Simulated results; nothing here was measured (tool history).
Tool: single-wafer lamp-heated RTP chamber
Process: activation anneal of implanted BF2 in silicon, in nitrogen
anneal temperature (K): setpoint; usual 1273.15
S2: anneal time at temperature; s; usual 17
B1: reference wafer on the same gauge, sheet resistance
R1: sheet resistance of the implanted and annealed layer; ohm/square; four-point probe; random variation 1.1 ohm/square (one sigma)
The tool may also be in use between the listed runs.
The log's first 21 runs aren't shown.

{"run": 22, "hour": 240.5, "anneal temperature (K)": 1261.15, "S2": 17, "B1": 676.64, "R1": 635.28}
{"run": 23, "hour": 246.6, "anneal temperature (K)": 1289.15, "S2": 26, "B1": 675.63, "R1": 609.72}
{"run": 24, "hour": 261.9, "anneal temperature (K)": 1295.15, "S2": 25, "B1": 676, "R1": 609.43}
{"run": 25, "hour": 269.0, "anneal temperature (K)": 1300.15, "S2": 24, "B1": 675.6, "R1": 609.62}
{"run": 26, "hour": 279.4, "anneal temperature (K)": 1273.15, "S2": 8, "B1": 675.52, "R1": 634.38}
{"run": 27, "hour": 294.1, "anneal temperature (K)": 1273.15, "S2": 11, "B1": 675.36, "R1": 631.59}
{"run": 28, "hour": 305.4, "anneal temperature (K)": 1286.15, "S2": 20, "B1": 676.06, "R1": 616.83}
{"run": 29, "hour": 311.8, "anneal temperature (K)": 1282.15, "S2": 14, "B1": 675.97, "R1": 624.62}
{"run": 30, "hour": 323.7, "anneal temperature (K)": 1283.15, "S2": 9, "B1": 675.96, "R1": 628}
{"run": 31, "hour": 339.5, "anneal temperature (K)": 1273.15, "S2": 17, "B1": 676.14, "R1": 623.3}

Forecast each of these 3 alternatives for the next run:
{"run": "A", "hour": 339.9, "anneal temperature (K)": 1273.15, "S2": 12, "B1": "?", "R1": "?"}
{"run": "B", "hour": 339.9, "anneal temperature (K)": 1295.15, "S2": 21, "B1": "?", "R1": "?"}
{"run": "C", "hour": 339.9, "anneal temperature (K)": 1300.15, "S2": 27, "B1": "?", "R1": "?"}

run=A B1=675.63 R1=630.88
run=B B1=675.63 R1=612.97
run=C B1=675.63 R1=606.47
Without the tool's hidden state the same runs would have given:
run=A R1=634.33
run=B R1=615.74
run=C R1=608.93
